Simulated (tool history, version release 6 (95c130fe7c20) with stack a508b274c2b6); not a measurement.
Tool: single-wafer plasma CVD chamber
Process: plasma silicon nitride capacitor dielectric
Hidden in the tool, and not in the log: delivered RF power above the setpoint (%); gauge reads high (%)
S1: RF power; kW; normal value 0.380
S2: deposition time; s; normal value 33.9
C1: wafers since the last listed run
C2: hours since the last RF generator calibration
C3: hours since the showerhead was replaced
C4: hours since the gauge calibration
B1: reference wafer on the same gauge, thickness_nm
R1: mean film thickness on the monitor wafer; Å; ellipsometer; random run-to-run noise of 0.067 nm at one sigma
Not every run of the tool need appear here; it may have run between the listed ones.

Run 1, hour 0.0: usual settings; C1 0; C2 1203.7; C3 8019.1; C4 137.9; B1 48.906. Result: R1 439.81 Å.
Run 2, hour 13.3: usual settings; C1 261; C2 1217.0; C3 8032.4; C4 151.2; B1 48.900. Result: R1 438.83 Å.
Run 3, hour 24.8: usual settings but S1 0.330 kW; C1 225; C2 1228.5; C3 8043.9; C4 162.7; B1 48.924. Result: R1 410.24 Å.
Run 4, hour 37.9: usual settings but S1 0.330 kW; C1 257; C2 1241.6; C3 8057.0; C4 175.8; B1 48.922. Result: R1 410.07 Å.
Run 5, hour 54.4: usual settings but S1 0.330 kW; C1 323; C2 1258.1; C3 8073.5; C4 192.3; B1 48.904. Result: R1 409.17 Å.
At hour 63.9: showerhead replaced.
At hour 65.1: RF generator calibrated.
At hour 67.7: gauge calibrated.
Run 6, hour 73.0: usual settings but S2 31.7 s; C1 184; C2 7.9; C3 9.1; C4 5.3; B1 48.908. Result: R1 399.01 Å.
Run 7, hour 84.5: usual settings but S2 31.7 s; C1 225; C2 19.4; C3 20.6; C4 16.8; B1 48.902. Result: R1 398.27 Å.
At hour 94.7: RF generator calibrated, repeated, since the last time left the tool worse.
Run 8, hour 99.0: usual settings; C1 127; C2 4.3; C3 35.1; C4 31.3; B1 48.882. Result: R1 449.27 Å.
Run 9, hour 107.3: usual settings but S1 0.315 kW, S2 31.5 s; C1 162; C2 12.6; C3 43.4; C4 39.6; B1 48.889. Result: R1 378.92 Å.
Run 10, hour 117.9: usual settings; C1 208; C2 23.2; C3 54.0; C4 50.2; B1 48.875. Result: R1 448.40 Å.
Run 11, hour 130.4: usual settings but S1 0.405 kW, S2 29.2 s; C1 245; C2 35.7; C3 66.5; C4 62.7; B1 48.899. Result: R1 396.18 Å.
Run 12, hour 143.5: usual settings; C1 257; C2 48.8; C3 79.6; C4 75.8; B1 48.919. Result: R1 448.79 Å.
Run 13, hour 152.4: usual settings but S1 0.405 kW, S2 31.9 s; C1 174; C2 57.7; C3 88.5; C4 84.7; B1 48.892. Result: R1 433.68 Å.
Run 14, hour 159.7: usual settings but S1 0.330 kW, S2 36.6 s; C1 143; C2 65.0; C3 95.8; C4 92.0; B1 48.879. Result: R1 451.81 Å.
Run 15, hour 171.2: usual settings but S1 0.360 kW, S2 31.4 s; C1 225; C2 76.5; C3 107.3; C4 103.5; B1 48.888. Result: R1 404.60 Å.
Run 16, hour 178.6: usual settings but S1 0.335 kW, S2 30.3 s; C1 145; C2 83.9; C3 114.7; C4 110.9; B1 48.864. Result: R1 377.55 Å.
Run 17, hour 190.4: usual settings but S1 0.405 kW, S2 30.3 s; C1 231; C2 95.7; C3 126.5; C4 122.7; B1 48.890. Result: R1 411.97 Å.

5 options for the next run, each taken on its own from the tool as it stands now. Forecast them:
Run A, hour 190.8: usual settings but S1 0.400 kW; C1 7; C2 96.1; C3 126.9; C4 123.1; B1 ?. Result: R1 ?.
Run B, hour 190.8: usual settings but S1 0.425 kW, S2 31.5 s; C1 7; C2 96.1; C3 126.9; C4 123.1; B1 ?. Result: R1 ?.
Run C, hour 190.8: usual settings but S1 0.335 kW, S2 40.3 s; C1 7; C2 96.1; C3 126.9; C4 123.1; B1 ?. Result: R1 ?.
Run D, hour 190.8: usual settings but S1 0.330 kW, S2 31.7 s; C1 7; C2 96.1; C3 126.9; C4 123.1; B1 ?. Result: R1 ?.
Run E, hour 190.8: usual settings but S1 0.425 kW, S2 38.5 s; C1 7; C2 96.1; C3 126.9; C4 123.1; B1 ?. Result: R1 ?.

run      B1      R1
  A  48.915  458.91
  B  48.915  438.10
  C  48.915  501.42
  D  48.915  391.43
  E  48.915  535.46
Stripped of hidden state, with their random variation kept, the same runs would have yielded:
run      R1
  A  460.62
  B  439.74
  C  503.29
  D  392.90
  E  537.46
